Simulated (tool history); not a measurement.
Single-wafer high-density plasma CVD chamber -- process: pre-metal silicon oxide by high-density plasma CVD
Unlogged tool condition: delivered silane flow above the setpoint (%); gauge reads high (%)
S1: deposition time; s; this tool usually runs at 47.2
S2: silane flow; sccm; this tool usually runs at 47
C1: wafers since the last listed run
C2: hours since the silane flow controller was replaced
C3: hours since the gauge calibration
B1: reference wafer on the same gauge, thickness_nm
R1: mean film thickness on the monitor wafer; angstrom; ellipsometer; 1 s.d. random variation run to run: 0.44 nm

| run | hour | S1 | S2 | C1 | C2 | C3 | B1 | R1 |
|---|---|---|---|---|---|---|---|---|
| 1 | 0 | 47.2 | 47 | 0 | 4895.8 | 471.2 | 197.187 | 2180.96 |
| 2 | 58.2 | 47.2 | 47 | 1195 | 4954 | 529.4 | 196.932 | 2168.16 |
| 3 | 107 | 47.2 | 54 | 1002 | 5002.8 | 578.2 | 196.99 | 2499.73 |
| 4 | 161.2 | 47.2 | 54 | 1113 | 5057 | 632.4 | 196.996 | 2489.6 |
| 5 | 198.7 | 47.2 | 51 | 770 | 5094.5 | 669.9 | 196.908 | 2348.66 |
| 6 | 263.9 | 47.2 | 51 | 1339 | 5159.7 | 735.1 | 196.992 | 2344.37 |
|  | 277.5 | gauge calibrated |
| 7 | 335.2 | 47.2 | 51 | 1465 | 5231 | 57.7 | 196.977 | 2337.08 |
| 8 | 406.6 | 47.2 | 42 | 1467 | 5302.4 | 129.1 | 196.868 | 1920.5 |
| 9 | 449.5 | 50.6 | 47 | 881 | 5345.3 | 172 | 196.951 | 2303.72 |
| 10 | 495.6 | 47.2 | 47 | 947 | 5391.4 | 218.1 | 197.073 | 2140.98 |
|  | 511.5 | silane flow controller replaced |
| 11 | 562.9 | 40.7 | 40 | 1218 | 51.4 | 285.4 | 197.036 | 1711.24 |
| 12 | 594.3 | 51.9 | 47 | 645 | 82.8 | 316.8 | 196.976 | 2559.37 |
| 13 | 663 | 47.2 | 47 | 1411 | 151.5 | 385.5 | 197.025 | 2333.91 |
| 14 | 693.8 | 53.8 | 41 | 632 | 182.3 | 416.3 | 197.01 | 2317.24 |
| 15 | 742.1 | 52.5 | 45 | 992 | 230.6 | 464.6 | 197.07 | 2471.36 |

Some steps in R1 between neighbouring runs. How much of each would the tool show without its hidden state too (settings, what came in, random variation), and how much is left for the hidden state, with any gauge scatter that isn't in both results?
Run 10 -> 11: S1 47.2 -> 40.7, S2 47 -> 40, silane flow controller replaced. R1 -429.74 angstrom: hidden state +175.24, all else -604.98.
Run 11 -> 12: S1 40.7 -> 51.9, S2 40 -> 47. R1 +848.13 angstrom: hidden state +0.12, all else +848.01.

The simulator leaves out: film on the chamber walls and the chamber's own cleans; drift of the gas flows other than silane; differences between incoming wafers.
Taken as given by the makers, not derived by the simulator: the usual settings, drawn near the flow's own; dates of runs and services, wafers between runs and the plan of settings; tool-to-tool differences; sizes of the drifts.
